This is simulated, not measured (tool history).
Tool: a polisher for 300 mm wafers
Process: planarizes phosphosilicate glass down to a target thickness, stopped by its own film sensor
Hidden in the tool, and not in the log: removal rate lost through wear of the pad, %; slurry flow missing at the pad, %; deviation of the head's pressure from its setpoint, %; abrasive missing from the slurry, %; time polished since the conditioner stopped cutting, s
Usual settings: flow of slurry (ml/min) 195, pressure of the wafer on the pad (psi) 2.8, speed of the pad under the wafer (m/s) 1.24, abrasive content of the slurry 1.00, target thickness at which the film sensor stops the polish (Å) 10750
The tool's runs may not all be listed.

run	hour	flow of slurry (ml/min)	pressure of the wafer on the pad (psi)	speed of the pad under the wafer (m/s)	abrasive content of the slurry	target thickness at which the film sensor stops the polish (Å)	wafers since the last listed run	wafers polished on this pad	hours since the slurry nozzle was cleaned	hours since the head pressure was calibrated	hours since the slurry blender was calibrated	hours since the conditioning disc was replaced	incoming thickness of the incoming film, nm	time until the film sensor stopped the polish (s)
1	0.0	195	2.8	1.24	1.00	11720	0	1485	500.9	131.0	30.5	327.2	1887.4	77.4
# hour 6.5: conditioning disc replaced and pad reconditioned
2	31.5	195	2.8	1.24	1.00	11720	278	1763	532.4	162.5	62.0	25.0	1926.7	82.5
# hour 42.1: worn pad replaced by a new one
3	52.0	195	2.0	1.24	1.00	10750	155	93	552.9	183.0	82.5	45.5	1893.1	121.8
# hour 61.5: head pressure recalibrated, repeated, since the last time left the tool worse
4	79.0	195	2.8	1.24	1.00	10750	235	329	579.9	17.5	109.5	72.5	1916.8	78.9
5	94.5	195	2.8	1.24	1.00	10750	146	475	595.4	33.0	125.0	88.0	1862.1	75.4
6	127.5	195	3.4	1.24	1.00	10750	311	786	628.4	66.0	158.0	121.0	1921.3	66.2
7	161.2	130	3.7	1.12	1.00	9320	317	1104	662.1	99.7	191.7	154.7	1898.5	80.2
8	192.8	230	2.5	1.24	1.30	9070	298	1402	693.7	131.3	223.3	186.3	1873.6	85.5
9	207.3	235	2.8	1.24	0.80	9350	136	1539	708.2	145.8	237.8	200.8	1863.2	92.9
# hour 223.7: slurry nozzle cleaned
10	232.0	250	2.8	1.42	1.00	12070	223	1762	8.3	170.5	262.5	225.5	1854.1	52.7
# hour 240.0: worn pad replaced by a new one
11	249.6	195	3.2	1.24	1.00	10750	128	90	25.9	188.1	280.1	243.1	1925.2	68.5
12	266.5	165	2.1	1.24	0.75	10750	159	249	42.8	205.0	297.0	260.0	1920.3	126.4
13	282.4	195	2.8	1.24	1.00	8690	149	399	58.7	220.9	312.9	275.9	1881.5	89.6
14	295.6	195	2.8	1.24	1.00	10750	124	524	71.9	234.1	326.1	289.1	1914.4	72.4
15	329.6	195	2.8	1.24	1.25	10750	320	844	105.9	268.1	360.1	323.1	1865.8	63.9
16	349.7	195	2.8	1.24	1.10	10750	189	1034	126.0	288.2	380.2	343.2	1885.4	67.7
# hour 366.9: conditioning disc replaced and pad reconditioned
17	389.2	235	2.8	1.24	0.80	9350	353	1388	165.5	327.7	419.7	22.3	1861.4	93.0
18	424.5	230	2.8	1.24	1.00	10750	332	1721	200.8	363.0	455.0	57.6	1903.8	71.5
# hour 437.9: worn pad replaced by a new one
# hour 468.0: slurry blender recalibrated
19	517.5	215	2.8	1.06	1.00	9830	820	731	293.8	456.0	49.5	150.6	1904.9	89.7
20	534.3	265	2.8	1.38	1.10	12740	158	890	310.6	472.8	66.3	167.4	1897.1	48.7
21	552.2	195	3.8	1.10	1.00	12200	168	1059	328.5	490.7	84.2	185.3	1917.7	49.8
22	569.6	195	2.8	1.24	1.00	10750	164	1223	345.9	508.1	101.6	202.7	1872.5	70.4
23	584.0	195	2.8	1.24	1.20	9340	135	1358	360.3	522.5	116.0	217.1	1876.1	75.0
24	614.4	195	2.0	1.50	1.00	11790	286	1645	390.7	552.9	146.4	247.5	1872.5	77.5

Some steps in time until the film sensor stopped the polish (s) between neighbouring runs. How much of each would the tool show without its hidden state too (settings, what came in, random variation), and how much is left for the hidden state, with any gauge scatter that isn't in both results?
Run 2 -> 3: pressure of the wafer on the pad (psi) 2.8 -> 2.0, target thickness at which the film sensor stops the polish (Å) 11720 -> 10750, worn pad replaced by a new one. time until the film sensor stopped the polish (s) +39.3: hidden state +4.6, all else +34.7.
Run 3 -> 4: pressure of the wafer on the pad (psi) 2.0 -> 2.8, head pressure recalibrated, repeated, since the last time left the tool worse. time until the film sensor stopped the polish (s) -42.9: hidden state -15.7, all else -27.2.
Run 11 -> 12: flow of slurry (ml/min) 195 -> 165, pressure of the wafer on the pad (psi) 3.2 -> 2.1, abrasive content of the slurry 1.00 -> 0.75. time until the film sensor stopped the polish (s) +57.9: hidden state -2.5, all else +60.4.

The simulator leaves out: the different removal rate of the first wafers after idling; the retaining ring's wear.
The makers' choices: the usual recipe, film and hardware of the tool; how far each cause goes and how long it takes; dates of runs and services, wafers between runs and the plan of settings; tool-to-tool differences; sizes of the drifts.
